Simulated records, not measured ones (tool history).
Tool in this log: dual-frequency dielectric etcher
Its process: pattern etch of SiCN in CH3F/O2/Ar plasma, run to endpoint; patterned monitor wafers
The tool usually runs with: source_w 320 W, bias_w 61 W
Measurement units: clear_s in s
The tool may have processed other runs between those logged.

run	hour	source_w	bias_w	wafers since the last listed run	hours since the last wet clean	hours since the last source power generator calibration	hours since the last bias power generator calibration	hours since the last upper electrode change	incoming incoming film thickness, nm	clear_s
1	0.0	320	61	0	134.9	2683.5	44.2	4744.4	12.34	39.5
2	53.3	320	61	689	188.2	2736.8	97.5	4797.7	12.10	38.7
3	138.8	320	61	1105	273.7	2822.3	183.0	4883.2	12.25	39.0
4	237.2	280	52	1272	372.1	2920.7	281.4	4981.6	12.15	43.7
5	311.7	280	52	963	446.6	2995.2	355.9	5056.1	12.16	44.3
6	375.5	280	52	825	510.4	3059.0	419.7	5119.9	12.21	44.4
# hour 439.0: wet clean of the chamber
7	439.5	320	65	517	0.5	3123.0	483.7	5183.9	12.18	37.8
8	466.2	320	65	345	27.2	3149.7	510.4	5210.6	12.06	37.3
9	517.7	320	61	666	78.7	3201.2	561.9	5262.1	12.30	39.6
10	564.6	320	61	606	125.6	3248.1	608.8	5309.0	12.38	39.4
11	625.7	280	61	790	186.7	3309.2	669.9	5370.1	12.15	41.2
# hour 691.0: upper electrode replaced
12	719.9	320	61	907	280.9	3403.4	764.1	28.9	12.23	39.8
13	759.8	320	61	516	320.8	3443.3	804.0	68.8	12.17	39.6
14	814.2	320	61	703	375.2	3497.7	858.4	123.2	12.18	39.7
15	918.9	380	56	1354	479.9	3602.4	963.1	227.9	12.25	40.0
# hour 940.7: source power generator calibrated
16	978.7	320	61	721	539.7	38.0	1022.9	287.7	12.12	39.9
17	1019.1	260	67	522	580.1	78.4	1063.3	328.1	12.35	43.2
# hour 1076.3: wet clean of the chamber
18	1121.4	320	48	1012	45.1	180.7	1165.6	430.4	12.24	43.0
19	1225.3	240	69	1343	149.0	284.6	1269.5	534.3	12.14	40.8
20	1322.9	360	76	1262	246.6	382.2	1367.1	631.9	12.17	35.1
# hour 1426.4: bias power generator calibrated
21	1634.9	320	47	3983	558.6	694.2	208.5	943.9	12.30	45.2
# hour 1689.7: wet clean of the chamber
22	1699.8	280	48	529	10.1	759.1	273.4	1008.8	12.25	44.4
23	1772.0	390	71	933	82.3	831.3	345.6	1081.0	12.19	34.1
24	1825.9	340	56	697	136.2	885.2	399.5	1134.9	12.41	40.1
25	1933.3	320	61	1389	243.6	992.6	506.9	1242.3	12.25	39.6
26	2022.7	320	61	1156	333.0	1082.0	596.3	1331.7	11.99	39.0
27	2082.3	360	75	770	392.6	1141.6	655.9	1391.3	12.14	35.1
28	2123.2	380	55	529	433.5	1182.5	696.8	1432.2	12.14	39.4
29	2201.9	370	75	1017	512.2	1261.2	775.5	1510.9	12.33	35.6
# hour 2247.5: wet clean of the chamber
30	2252.2	260	74	340	4.7	1311.5	825.8	1561.2	12.26	39.0
31	2333.9	390	69	1056	86.4	1393.2	907.5	1642.9	12.17	34.6
32	2409.1	320	57	972	161.6	1468.4	982.7	1718.1	12.26	41.3
33	2458.4	240	72	637	210.9	1517.7	1032.0	1767.4	12.09	40.0
34	2533.1	260	61	966	285.6	1592.4	1106.7	1842.1	12.13	42.8
35	2574.3	250	74	532	326.8	1633.6	1147.9	1883.3	12.11	39.9

Branching from run 35: 4 alternative next runs. What would each branch give?
A	2574.7	320	61	5	327.2	1634.0	1148.3	1883.7	12.14	?
B	2574.7	280	47	5	327.2	1634.0	1148.3	1883.7	12.14	?
C	2574.7	260	55	5	327.2	1634.0	1148.3	1883.7	12.14	?
D	2574.7	360	61	5	327.2	1634.0	1148.3	1883.7	12.14	?

run	clear_s
A	40.0
B	46.3
C	44.8
D	38.3
Stripped of hidden state, with their random variation kept, the same runs would have yielded:
run	clear_s
A	38.7
B	44.7
C	43.3
D	37.1
